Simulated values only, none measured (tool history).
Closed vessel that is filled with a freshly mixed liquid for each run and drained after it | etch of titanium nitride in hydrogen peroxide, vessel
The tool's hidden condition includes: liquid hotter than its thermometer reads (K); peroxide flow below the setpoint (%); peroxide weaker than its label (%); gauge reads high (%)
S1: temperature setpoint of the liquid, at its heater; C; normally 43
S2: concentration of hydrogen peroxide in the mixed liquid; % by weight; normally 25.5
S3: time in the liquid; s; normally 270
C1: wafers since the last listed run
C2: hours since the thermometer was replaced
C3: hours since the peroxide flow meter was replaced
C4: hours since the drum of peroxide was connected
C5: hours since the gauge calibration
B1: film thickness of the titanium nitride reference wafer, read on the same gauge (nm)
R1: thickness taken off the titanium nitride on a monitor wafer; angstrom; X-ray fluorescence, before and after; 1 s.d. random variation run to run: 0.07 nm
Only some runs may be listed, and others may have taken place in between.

| run | hour | S1 | S2 | S3 | C1 | C2 | C3 | C4 | C5 | B1 | R1 |
|---|---|---|---|---|---|---|---|---|---|---|---|
| 1 | 0 | 43 | 25.5 | 270 | 0 | 1480.2 | 1392.2 | 1018 | 1823.1 | 29.99 | 101.9 |
| 2 | 57.9 | 43 | 25.5 | 270 | 3794 | 1538.1 | 1450.1 | 1075.9 | 1881 | 30 | 103.1 |
| 3 | 239.9 | 43 | 25.5 | 270 | 11926 | 1720.1 | 1632.1 | 1257.9 | 2063 | 30.01 | 102.7 |
| 4 | 290.7 | 43 | 25.5 | 270 | 3328 | 1770.9 | 1682.9 | 1308.7 | 2113.8 | 30 | 103 |
| 5 | 342.5 | 43 | 25.5 | 270 | 3394 | 1822.7 | 1734.7 | 1360.5 | 2165.6 | 29.99 | 102.1 |
| 6 | 368.4 | 47 | 25.5 | 220 | 1697 | 1848.6 | 1760.6 | 1386.4 | 2191.5 | 30 | 113.5 |
| 7 | 400.7 | 40.5 | 30 | 270 | 2116 | 1880.9 | 1792.9 | 1418.7 | 2223.8 | 30.01 | 88.1 |
| 8 | 426.2 | 49 | 30 | 270 | 1671 | 1906.4 | 1818.4 | 1444.2 | 2249.3 | 30.01 | 167.9 |
|  | 432.6 | gauge calibrated |
| 9 | 479.4 | 43 | 30 | 120 | 3486 | 1959.6 | 1871.6 | 1497.4 | 46.8 | 30.01 | 47.6 |
| 10 | 547.7 | 46 | 28 | 365 | 4475 | 2027.9 | 1939.9 | 1565.7 | 115.1 | 29.98 | 182.3 |
|  | 551.8 | new drum of peroxide connected |
| 11 | 600.2 | 51 | 20 | 315 | 3374 | 2080.4 | 1992.4 | 48.4 | 167.6 | 30.01 | 209.8 |
| 12 | 644.5 | 47.5 | 22.5 | 350 | 2903 | 2124.7 | 2036.7 | 92.7 | 211.9 | 29.99 | 184.6 |
| 13 | 707.8 | 43 | 25.5 | 400 | 4148 | 2188 | 2100 | 156 | 275.2 | 30.01 | 156.1 |
|  | 748.8 | peroxide flow meter replaced |
| 14 | 751.1 | 50 | 28 | 115 | 2771 | 2231.3 | 2.3 | 199.3 | 318.5 | 30 | 75.5 |
| 15 | 815.8 | 48.5 | 25.5 | 395 | 4239 | 2296 | 67 | 264 | 383.2 | 30.03 | 226.6 |
| 16 | 848.2 | 43 | 25.5 | 430 | 2123 | 2328.4 | 99.4 | 296.4 | 415.6 | 30.01 | 166.4 |
| 17 | 904.7 | 43 | 25.5 | 270 | 3702 | 2384.9 | 155.9 | 352.9 | 472.1 | 29.98 | 105.3 |
| 18 | 968.4 | 43 | 25.5 | 270 | 4174 | 2448.6 | 219.6 | 416.6 | 535.8 | 30 | 106.8 |
| 19 | 999 | 46 | 30 | 270 | 2005 | 2479.2 | 250.2 | 447.2 | 566.4 | 29.99 | 137.7 |
|  | 1021 | thermometer replaced |
| 20 | 1134.9 | 43 | 25.5 | 165 | 8840 | 113.9 | 386.1 | 583.1 | 702.3 | 30.02 | 59.2 |
| 21 | 1192.8 | 50 | 25.5 | 270 | 3794 | 171.8 | 444 | 641 | 760.2 | 30 | 162.8 |
| 22 | 1243.2 | 35 | 25.5 | 150 | 3302 | 222.2 | 494.4 | 691.4 | 810.6 | 29.99 | 29.2 |
| 23 | 1308.9 | 36.5 | 25.5 | 420 | 4305 | 287.9 | 560.1 | 757.1 | 876.3 | 29.99 | 91.6 |
| 24 | 1346.8 | 33.5 | 28 | 350 | 2483 | 325.8 | 598 | 795 | 914.2 | 30.02 | 61.4 |

Run 25 has not been measured yet. What should we expect?
| 25 | 1417.5 | 43 | 25.5 | 270 | 4633 | 396.5 | 668.7 | 865.7 | 984.9 | ? | ? |

Run 25 came out at B1 30, R1 98 angstrom.
Had the tool carried no hidden state, the very same run would have given R1 96.7 angstrom.
